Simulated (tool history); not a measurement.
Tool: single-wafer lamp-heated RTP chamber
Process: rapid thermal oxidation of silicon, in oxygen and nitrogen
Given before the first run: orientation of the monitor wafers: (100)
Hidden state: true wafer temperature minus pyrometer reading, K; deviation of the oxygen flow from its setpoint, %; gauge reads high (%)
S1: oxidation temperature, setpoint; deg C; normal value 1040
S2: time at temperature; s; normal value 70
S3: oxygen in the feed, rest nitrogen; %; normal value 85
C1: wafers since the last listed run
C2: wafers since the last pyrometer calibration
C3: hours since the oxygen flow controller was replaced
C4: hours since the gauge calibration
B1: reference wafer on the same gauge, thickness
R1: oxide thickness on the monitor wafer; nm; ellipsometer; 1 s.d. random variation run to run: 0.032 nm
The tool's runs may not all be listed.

Run 1, hour 0: usual settings but S3 98 %; C1 0; C2 1850; C3 2192.6; C4 587.1; B1 7.766. Result: R1 8.612 nm.
Run 2, hour 60.9: usual settings but S2 56 s; C1 503; C2 2354; C3 2253.5; C4 648; B1 7.762. Result: R1 7.437 nm.
Run 3, hour 106.2: usual settings but S2 56 s; C1 374; C2 2728; C3 2298.8; C4 693.3; B1 7.762. Result: R1 7.442 nm.
Run 4, hour 153.1: usual settings; C1 387; C2 3116; C3 2345.7; C4 740.2; B1 7.76. Result: R1 8.242 nm.
Run 5, hour 192.8: usual settings; C1 328; C2 3445; C3 2385.4; C4 779.9; B1 7.76. Result: R1 8.229 nm.
Run 6, hour 239.7: usual settings; C1 387; C2 3833; C3 2432.3; C4 826.8; B1 7.765. Result: R1 8.202 nm.
Run 7, hour 302.3: usual settings but S3 75 %; C1 517; C2 4350; C3 2494.9; C4 889.4; B1 7.764. Result: R1 7.821 nm.
Run 8, hour 338.1: usual settings but S3 75 %; C1 296; C2 4647; C3 2530.7; C4 925.2; B1 7.758. Result: R1 7.887 nm.
At hour 433.6: pyrometer window cleaned and pyrometer calibrated.
Run 9, hour 451.5: usual settings but S2 98 s; C1 871; C2 148; C3 2644.1; C4 1038.6; B1 7.758. Result: R1 9.478 nm.
Run 10, hour 507.4: usual settings but S1 1049 deg C, S2 101 s, S3 60 %; C1 462; C2 610; C3 2700; C4 1094.5; B1 7.76. Result: R1 9.09 nm.
Run 11, hour 535.6: usual settings but S1 1056 deg C; C1 233; C2 843; C3 2728.2; C4 1122.7; B1 7.76. Result: R1 9.161 nm.
At hour 547.9: gauge calibrated.
At hour 643.9: oxygen flow controller replaced.
Run 12, hour 644.4: usual settings but S3 98 %; C1 833; C2 1677; C3 0.5; C4 96.5; B1 7.76. Result: R1 8.579 nm.
Run 13, hour 698.5: usual settings but S3 57 %; C1 447; C2 2125; C3 54.6; C4 150.6; B1 7.76. Result: R1 7.109 nm.
Run 14, hour 758.1: usual settings but S1 1059 deg C, S2 47 s, S3 71 %; C1 492; C2 2618; C3 114.2; C4 210.2; B1 7.753. Result: R1 7.432 nm.
Run 15, hour 797.8: usual settings; C1 328; C2 2946; C3 153.9; C4 249.9; B1 7.758. Result: R1 8.233 nm.
Run 16, hour 827: usual settings but S2 37 s, S3 75 %; C1 241; C2 3188; C3 183.1; C4 279.1; B1 7.755. Result: R1 5.966 nm.
Run 17, hour 1015.7: usual settings; C1 1560; C2 4749; C3 371.8; C4 467.8; B1 7.758. Result: R1 8.264 nm.
Run 18, hour 1041.1: usual settings but S2 102 s; C1 210; C2 4959; C3 397.2; C4 493.2; B1 7.76. Result: R1 9.819 nm.
Run 19, hour 1097.8: usual settings but S1 1052 deg C, S2 41 s, S3 60 %; C1 469; C2 5428; C3 453.9; C4 549.9; B1 7.753. Result: R1 6.28 nm.

For each run, the measured value with the value that run would have given without the tool's hidden condition subtracted. The run-to-run variation is shared by both, the gauge scatter possibly not:
run      R1
  1  +0.119
  2  +0.115
  3  +0.122
  4  +0.143
  5  +0.148
  6  +0.152
  7  +0.149
  8  +0.152
  9  +0.037
 10  +0.073
 11  +0.087
 12  +0.126
 13  +0.115
 14  +0.127
 15  +0.151
 16  +0.111
 17  +0.171
 18  +0.207
 19  +0.129
